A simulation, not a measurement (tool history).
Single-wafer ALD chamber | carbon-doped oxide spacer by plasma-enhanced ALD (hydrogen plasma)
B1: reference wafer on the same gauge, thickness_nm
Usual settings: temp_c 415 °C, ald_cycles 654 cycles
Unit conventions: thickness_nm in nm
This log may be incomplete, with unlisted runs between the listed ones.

run 1 hour=0.0 | temp_c=406 ald_cycles=654 | B1=35.069 | thickness_nm=32.967
-- hour=16.3 gauge calibrated
run 2 hour=27.5 | temp_c=415 ald_cycles=654 | B1=34.536 | thickness_nm=31.394
run 3 hour=52.2 | temp_c=415 ald_cycles=654 | B1=34.503 | thickness_nm=31.381
run 4 hour=72.7 | temp_c=415 ald_cycles=654 | B1=34.582 | thickness_nm=31.465
run 5 hour=101.8 | temp_c=415 ald_cycles=654 | B1=34.563 | thickness_nm=31.470
run 6 hour=129.1 | temp_c=408 ald_cycles=654 | B1=34.509 | thickness_nm=32.196
run 7 hour=202.7 | temp_c=408 ald_cycles=654 | B1=34.611 | thickness_nm=32.317
run 8 hour=216.8 | temp_c=415 ald_cycles=654 | B1=34.610 | thickness_nm=31.490
run 9 hour=250.7 | temp_c=415 ald_cycles=654 | B1=34.613 | thickness_nm=31.396
run 10 hour=270.6 | temp_c=415 ald_cycles=714 | B1=34.694 | thickness_nm=34.466
-- hour=280.5 thermocouple changed; heater temperature recalibrated
run 11 hour=289.6 | temp_c=415 ald_cycles=714 | B1=34.694 | thickness_nm=34.304
run 12 hour=305.6 | temp_c=415 ald_cycles=714 | B1=34.688 | thickness_nm=34.544
run 13 hour=340.1 | temp_c=415 ald_cycles=654 | B1=34.753 | thickness_nm=31.603
run 14 hour=444.6 | temp_c=411 ald_cycles=654 | B1=34.903 | thickness_nm=32.148
run 15 hour=461.3 | temp_c=411 ald_cycles=654 | B1=34.920 | thickness_nm=32.224
-- hour=471.9 gauge calibrated
run 16 hour=490.0 | temp_c=415 ald_cycles=760 | B1=34.609 | thickness_nm=36.616
run 17 hour=524.9 | temp_c=404 ald_cycles=533 | B1=34.571 | thickness_nm=26.731
run 18 hour=543.4 | temp_c=415 ald_cycles=654 | B1=34.609 | thickness_nm=31.416
run 19 hour=571.7 | temp_c=415 ald_cycles=654 | B1=34.587 | thickness_nm=31.421
run 20 hour=606.3 | temp_c=424 ald_cycles=612 | B1=34.591 | thickness_nm=28.572
run 21 hour=627.2 | temp_c=404 ald_cycles=533 | B1=34.583 | thickness_nm=26.706
run 22 hour=648.3 | temp_c=415 ald_cycles=761 | B1=34.623 | thickness_nm=36.637
run 23 hour=668.9 | temp_c=415 ald_cycles=654 | B1=34.696 | thickness_nm=31.637
run 24 hour=690.1 | temp_c=415 ald_cycles=654 | B1=34.659 | thickness_nm=31.590
run 25 hour=718.3 | temp_c=415 ald_cycles=654 | B1=34.706 | thickness_nm=31.588
run 26 hour=742.3 | temp_c=401 ald_cycles=549 | B1=34.712 | thickness_nm=27.740

Run 27, settings as shown, results not yet in. Your forecast:
run 27 hour=763.9 | temp_c=400 ald_cycles=654 | B1=? | thickness_nm=?

{"run 27": {"B1": 34.714, "thickness_nm": 33.048}}
The same run, on a tool lacking any hidden state, would have yielded thickness_nm 32.920 nm.
